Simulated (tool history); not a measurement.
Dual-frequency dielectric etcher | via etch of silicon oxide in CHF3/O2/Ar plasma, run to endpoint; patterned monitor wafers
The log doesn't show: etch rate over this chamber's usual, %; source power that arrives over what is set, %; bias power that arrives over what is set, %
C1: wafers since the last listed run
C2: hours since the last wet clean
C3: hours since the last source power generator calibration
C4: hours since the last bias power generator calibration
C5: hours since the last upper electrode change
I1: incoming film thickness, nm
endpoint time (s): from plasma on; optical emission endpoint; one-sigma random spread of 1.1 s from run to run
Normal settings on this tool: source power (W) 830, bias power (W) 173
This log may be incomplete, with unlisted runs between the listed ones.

Run 1, hour 0.0: usual settings; C1 0; C2 266.2; C3 3559.0; C4 1210.3; C5 2943.6; I1 727.7. Result: endpoint time (s) 367.5.
Run 2, hour 12.6: usual settings; C1 65; C2 278.8; C3 3571.6; C4 1222.9; C5 2956.2; I1 728.7. Result: endpoint time (s) 368.7.
Run 3, hour 22.5: usual settings; C1 51; C2 288.7; C3 3581.5; C4 1232.8; C5 2966.1; I1 714.6. Result: endpoint time (s) 360.7.
Run 4, hour 32.7: usual settings but source power (W) 890; C1 53; C2 298.9; C3 3591.7; C4 1243.0; C5 2976.3; I1 725.5. Result: endpoint time (s) 362.3.
Run 5, hour 40.4: usual settings but source power (W) 890; C1 40; C2 306.6; C3 3599.4; C4 1250.7; C5 2984.0; I1 725.9. Result: endpoint time (s) 364.2.
Run 6, hour 52.1: usual settings but source power (W) 890; C1 61; C2 318.3; C3 3611.1; C4 1262.4; C5 2995.7; I1 728.6. Result: endpoint time (s) 361.9.
Run 7, hour 67.1: usual settings but bias power (W) 152; C1 78; C2 333.3; C3 3626.1; C4 1277.4; C5 3010.7; I1 720.1. Result: endpoint time (s) 381.1.
Run 8, hour 81.8: usual settings but bias power (W) 152; C1 76; C2 348.0; C3 3640.8; C4 1292.1; C5 3025.4; I1 721.3. Result: endpoint time (s) 382.5.
At hour 120.4: upper electrode replaced.
Run 9, hour 120.9: usual settings but bias power (W) 152; C1 78; C2 387.1; C3 3679.9; C4 1331.2; C5 0.5; I1 718.7. Result: endpoint time (s) 383.1.
Run 10, hour 121.3: usual settings; C1 2; C2 387.5; C3 3680.3; C4 1331.6; C5 0.9; I1 731.0. Result: endpoint time (s) 372.6.
Run 11, hour 124.5: usual settings; C1 16; C2 390.7; C3 3683.5; C4 1334.8; C5 4.1; I1 716.2. Result: endpoint time (s) 363.7.
Run 12, hour 139.7: usual settings; C1 79; C2 405.9; C3 3698.7; C4 1350.0; C5 19.3; I1 724.0. Result: endpoint time (s) 369.3.
Run 13, hour 145.7: usual settings but source power (W) 670, bias power (W) 205; C1 31; C2 411.9; C3 3704.7; C4 1356.0; C5 25.3; I1 719.2. Result: endpoint time (s) 354.5.
Run 14, hour 163.4: usual settings but source power (W) 670, bias power (W) 205; C1 92; C2 429.6; C3 3722.4; C4 1373.7; C5 43.0; I1 719.8. Result: endpoint time (s) 356.9.
At hour 168.1: source power generator calibrated.
Run 15, hour 171.6: usual settings but source power (W) 670, bias power (W) 205; C1 21; C2 437.8; C3 3.5; C4 1381.9; C5 51.2; I1 716.5. Result: endpoint time (s) 353.7.
At hour 176.8: bias power generator calibrated.
Run 16, hour 181.6: usual settings but source power (W) 750, bias power (W) 160; C1 31; C2 447.8; C3 13.5; C4 4.8; C5 61.2; I1 728.7. Result: endpoint time (s) 389.7.
Run 17, hour 189.3: usual settings but source power (W) 890, bias power (W) 205; C1 40; C2 455.5; C3 21.2; C4 12.5; C5 68.9; I1 725.9. Result: endpoint time (s) 340.7.
At hour 224.7: wet clean of the chamber.
Run 18, hour 225.2: usual settings; C1 62; C2 0.5; C3 57.1; C4 48.4; C5 104.8; I1 721.8. Result: endpoint time (s) 359.9.
Run 19, hour 225.6: usual settings but source power (W) 750, bias power (W) 205; C1 2; C2 0.9; C3 57.5; C4 48.8; C5 105.2; I1 714.7. Result: endpoint time (s) 341.3.
Run 20, hour 231.8: usual settings but source power (W) 680, bias power (W) 214; C1 32; C2 7.1; C3 63.7; C4 55.0; C5 111.4; I1 721.1. Result: endpoint time (s) 345.0.
Run 21, hour 243.6: usual settings but source power (W) 910, bias power (W) 149; C1 61; C2 18.9; C3 75.5; C4 66.8; C5 123.2; I1 720.8. Result: endpoint time (s) 375.7.
Run 22, hour 250.6: usual settings; C1 36; C2 25.9; C3 82.5; C4 73.8; C5 130.2; I1 720.1. Result: endpoint time (s) 360.1.
Run 23, hour 263.0: usual settings but source power (W) 700, bias power (W) 161; C1 64; C2 38.3; C3 94.9; C4 86.2; C5 142.6; I1 721.8. Result: endpoint time (s) 385.7.
Run 24, hour 271.7: usual settings; C1 45; C2 47.0; C3 103.6; C4 94.9; C5 151.3; I1 724.0. Result: endpoint time (s) 364.3.
Run 25, hour 278.3: usual settings; C1 34; C2 53.6; C3 110.2; C4 101.5; C5 157.9; I1 715.5. Result: endpoint time (s) 360.3.
Run 26, hour 289.9: usual settings but source power (W) 660; C1 60; C2 65.2; C3 121.8; C4 113.1; C5 169.5; I1 723.5. Result: endpoint time (s) 377.6.
Run 27, hour 301.2: usual settings but source power (W) 900, bias power (W) 159; C1 58; C2 76.5; C3 133.1; C4 124.4; C5 180.8; I1 723.8. Result: endpoint time (s) 369.7.
Run 28, hour 309.2: usual settings; C1 41; C2 84.5; C3 141.1; C4 132.4; C5 188.8; I1 715.7. Result: endpoint time (s) 359.6.
Run 29, hour 316.3: usual settings but source power (W) 970, bias power (W) 204; C1 37; C2 91.6; C3 148.2; C4 139.5; C5 195.9; I1 719.4. Result: endpoint time (s) 330.1.
Run 30, hour 327.6: usual settings but source power (W) 890, bias power (W) 186; C1 58; C2 102.9; C3 159.5; C4 150.8; C5 207.2; I1 723.5. Result: endpoint time (s) 349.4.
Run 31, hour 345.2: usual settings but bias power (W) 150; C1 91; C2 120.5; C3 177.1; C4 168.4; C5 224.8; I1 713.8. Result: endpoint time (s) 380.6.
Run 32, hour 359.3: usual settings; C1 73; C2 134.6; C3 191.2; C4 182.5; C5 238.9; I1 723.1. Result: endpoint time (s) 366.4.
Run 33, hour 366.4: usual settings but source power (W) 690, bias power (W) 191; C1 37; C2 141.7; C3 198.3; C4 189.6; C5 246.0; I1 730.0. Result: endpoint time (s) 367.7.

Run 34 is up next; what results do you expect?
Run 34, hour 398.2: usual settings but source power (W) 920, bias power (W) 208; C1 165; C2 173.5; C3 230.1; C4 221.4; C5 277.8; I1 713.6. Result: endpoint time (s) ?.

Logged for run 34: endpoint time (s) 328.0.
Minus the tool's unlogged condition, the same run would have read endpoint time (s) 325.9.
